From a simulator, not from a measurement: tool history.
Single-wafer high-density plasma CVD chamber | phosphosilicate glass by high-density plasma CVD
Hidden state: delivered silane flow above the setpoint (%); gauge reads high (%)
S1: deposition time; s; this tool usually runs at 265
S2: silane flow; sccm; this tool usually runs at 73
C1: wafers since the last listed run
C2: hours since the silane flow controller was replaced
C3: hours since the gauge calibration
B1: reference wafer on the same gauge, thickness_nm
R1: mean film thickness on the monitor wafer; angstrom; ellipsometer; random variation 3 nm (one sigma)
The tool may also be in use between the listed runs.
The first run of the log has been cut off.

run,hour,S1,S2,C1,C2,C3,B1,R1
2,26.8,265,73,108,4274.1,311.7,1729.838,18537.57
3,52.9,265,73,105,4300.2,337.8,1729.608,18531.69
4,88.3,265,73,143,4335.6,373.2,1729.538,18499.99
5,109.7,265,73,86,4357.0,394.6,1730.074,18524.17
6,135.1,265,67,102,4382.4,420.0,1730.385,17741.50
7,161.7,265,67,107,4409.0,446.6,1730.106,17747.09
8,178.6,230,84,68,4425.9,463.5,1729.703,17257.64
9,213.4,250,73,140,4460.7,498.3,1730.087,17438.02
10,236.1,265,83,91,4483.4,521.0,1730.237,19712.83
11,270.6,253,73,139,4517.9,555.5,1729.944,17594.91
12,290.9,253,73,82,4538.2,575.8,1729.795,17613.01
13,329.1,265,73,154,4576.4,614.0,1730.316,18448.48
14,357.8,265,73,116,4605.1,642.7,1729.637,18399.64
15,379.1,265,73,86,4626.4,664.0,1729.927,18448.87
16,404.8,265,73,103,4652.1,689.7,1730.128,18403.77
17,430.1,265,73,102,4677.4,715.0,1729.800,18492.77
18,457.8,265,73,111,4705.1,742.7,1730.442,18454.86
# hour 476.0: silane flow controller replaced
19,489.3,265,73,94,13.3,774.2,1729.908,19113.98
20,514.1,265,73,100,38.1,799.0,1729.441,19091.27
21,536.2,248,73,89,60.2,821.1,1729.339,17847.93
22,603.8,248,73,273,127.8,888.7,1730.209,17844.57

What will run 23 give?
23,623.3,281,87,78,147.3,908.2,?,?

B1: 1730.056
R1: 22122.66 angstrom
Were there no unlogged condition in the tool, this run, its random variation unchanged, would have produced R1 22063.29 angstrom.
